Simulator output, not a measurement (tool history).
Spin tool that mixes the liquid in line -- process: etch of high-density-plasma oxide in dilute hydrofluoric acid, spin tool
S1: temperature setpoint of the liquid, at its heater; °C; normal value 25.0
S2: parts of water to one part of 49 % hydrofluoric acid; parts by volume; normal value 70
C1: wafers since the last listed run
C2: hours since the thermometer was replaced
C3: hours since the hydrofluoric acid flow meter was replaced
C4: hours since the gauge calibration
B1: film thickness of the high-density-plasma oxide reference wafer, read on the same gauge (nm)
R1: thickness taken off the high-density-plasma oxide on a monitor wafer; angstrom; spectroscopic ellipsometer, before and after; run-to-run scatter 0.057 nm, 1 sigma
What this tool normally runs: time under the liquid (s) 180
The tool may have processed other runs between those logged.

{"run": 1, "hour": 0.0, "S1": 28.0, "S2": 70, "time under the liquid (s)": 180, "C1": 0, "C2": 1177.8, "C3": 2436.2, "C4": 38.7, "B1": 60.0, "R1": 178.5}
{"run": 2, "hour": 15.6, "S1": 28.0, "S2": 70, "time under the liquid (s)": 180, "C1": 69, "C2": 1193.4, "C3": 2451.8, "C4": 54.3, "B1": 60.0, "R1": 178.7}
{"run": 3, "hour": 33.5, "S1": 27.5, "S2": 70, "time under the liquid (s)": 180, "C1": 79, "C2": 1211.3, "C3": 2469.7, "C4": 72.2, "B1": 60.01, "R1": 176.3}
{"run": 4, "hour": 47.8, "S1": 27.5, "S2": 70, "time under the liquid (s)": 180, "C1": 63, "C2": 1225.6, "C3": 2484.0, "C4": 86.5, "B1": 59.99, "R1": 176.1}
{"run": 5, "hour": 59.6, "S1": 25.0, "S2": 70, "time under the liquid (s)": 180, "C1": 52, "C2": 1237.4, "C3": 2495.8, "C4": 98.3, "B1": 60.0, "R1": 159.0}
{"run": 6, "hour": 74.3, "S1": 25.0, "S2": 70, "time under the liquid (s)": 180, "C1": 65, "C2": 1252.1, "C3": 2510.5, "C4": 113.0, "B1": 59.98, "R1": 159.7}
{"run": 7, "hour": 84.5, "S1": 25.0, "S2": 70, "time under the liquid (s)": 180, "C1": 45, "C2": 1262.3, "C3": 2520.7, "C4": 123.2, "B1": 59.99, "R1": 160.2}
{"hour": 92.3, "done": "hydrofluoric acid flow meter replaced"}
{"run": 8, "hour": 100.0, "S1": 25.0, "S2": 70, "time under the liquid (s)": 180, "C1": 64, "C2": 1277.8, "C3": 7.7, "C4": 138.7, "B1": 60.0, "R1": 160.9}
{"run": 9, "hour": 108.4, "S1": 25.0, "S2": 70, "time under the liquid (s)": 180, "C1": 37, "C2": 1286.2, "C3": 16.1, "C4": 147.1, "B1": 60.0, "R1": 159.8}
{"run": 10, "hour": 122.2, "S1": 25.0, "S2": 70, "time under the liquid (s)": 180, "C1": 61, "C2": 1300.0, "C3": 29.9, "C4": 160.9, "B1": 59.99, "R1": 160.4}
{"run": 11, "hour": 138.8, "S1": 25.0, "S2": 70, "time under the liquid (s)": 180, "C1": 73, "C2": 1316.6, "C3": 46.5, "C4": 177.5, "B1": 59.99, "R1": 160.6}
{"run": 12, "hour": 154.9, "S1": 25.0, "S2": 70, "time under the liquid (s)": 180, "C1": 71, "C2": 1332.7, "C3": 62.6, "C4": 193.6, "B1": 60.0, "R1": 161.3}
{"run": 13, "hour": 168.5, "S1": 25.0, "S2": 85, "time under the liquid (s)": 135, "C1": 60, "C2": 1346.3, "C3": 76.2, "C4": 207.2, "B1": 60.03, "R1": 97.6}
{"run": 14, "hour": 177.0, "S1": 28.0, "S2": 70, "time under the liquid (s)": 180, "C1": 37, "C2": 1354.8, "C3": 84.7, "C4": 215.7, "B1": 59.99, "R1": 181.1}
{"run": 15, "hour": 194.4, "S1": 21.0, "S2": 100, "time under the liquid (s)": 105, "C1": 77, "C2": 1372.2, "C3": 102.1, "C4": 233.1, "B1": 59.99, "R1": 53.8}
{"run": 16, "hour": 205.7, "S1": 25.0, "S2": 70, "time under the liquid (s)": 180, "C1": 50, "C2": 1383.5, "C3": 113.4, "C4": 244.4, "B1": 60.02, "R1": 160.9}
{"run": 17, "hour": 220.8, "S1": 27.5, "S2": 85, "time under the liquid (s)": 240, "C1": 66, "C2": 1398.6, "C3": 128.5, "C4": 259.5, "B1": 60.0, "R1": 191.0}
{"run": 18, "hour": 230.4, "S1": 25.0, "S2": 70, "time under the liquid (s)": 180, "C1": 42, "C2": 1408.2, "C3": 138.1, "C4": 269.1, "B1": 59.98, "R1": 163.0}
{"hour": 234.0, "done": "thermometer replaced"}
{"hour": 234.3, "done": "gauge calibrated"}
{"run": 19, "hour": 245.1, "S1": 25.0, "S2": 70, "time under the liquid (s)": 235, "C1": 60, "C2": 11.1, "C3": 152.8, "C4": 10.8, "B1": 60.01, "R1": 192.1}
{"run": 20, "hour": 251.2, "S1": 25.0, "S2": 70, "time under the liquid (s)": 180, "C1": 27, "C2": 17.2, "C3": 158.9, "C4": 16.9, "B1": 59.99, "R1": 148.9}
{"run": 21, "hour": 259.3, "S1": 23.5, "S2": 70, "time under the liquid (s)": 180, "C1": 35, "C2": 25.3, "C3": 167.0, "C4": 25.0, "B1": 60.01, "R1": 140.2}
{"run": 22, "hour": 266.8, "S1": 25.0, "S2": 70, "time under the liquid (s)": 120, "C1": 33, "C2": 32.8, "C3": 174.5, "C4": 32.5, "B1": 60.0, "R1": 99.0}
{"run": 23, "hour": 276.7, "S1": 25.0, "S2": 95, "time under the liquid (s)": 235, "C1": 43, "C2": 42.7, "C3": 184.4, "C4": 42.4, "B1": 60.03, "R1": 137.8}
{"run": 24, "hour": 290.0, "S1": 29.0, "S2": 50, "time under the liquid (s)": 215, "C1": 58, "C2": 56.0, "C3": 197.7, "C4": 55.7, "B1": 59.97, "R1": 299.5}
{"run": 25, "hour": 299.9, "S1": 25.0, "S2": 70, "time under the liquid (s)": 180, "C1": 43, "C2": 65.9, "C3": 207.6, "C4": 65.6, "B1": 60.0, "R1": 149.1}

Difference, measured minus no-hidden-state, one row per run. Run-to-run variation is common to both terms; the gauge's own scatter need not be:
The hidden state here: liquid hotter than its thermometer reads (K); hydrofluoric acid flow below the setpoint (%); gauge reads high (%).
run=1 R1=+14.6
run=2 R1=+14.8
run=3 R1=+14.9
run=4 R1=+14.9
run=5 R1=+13.9
run=6 R1=+14.1
run=7 R1=+14.3
run=8 R1=+14.5
run=9 R1=+14.5
run=10 R1=+14.6
run=11 R1=+14.8
run=12 R1=+15.0
run=13 R1=+9.1
run=14 R1=+16.6
run=15 R1=+5.2
run=16 R1=+15.4
run=17 R1=+17.9
run=18 R1=+15.9
run=19 R1=+2.9
run=20 R1=+2.3
run=21 R1=+2.3
run=22 R1=+1.7
run=23 R1=+2.3
run=24 R1=+5.4
run=25 R1=+2.8
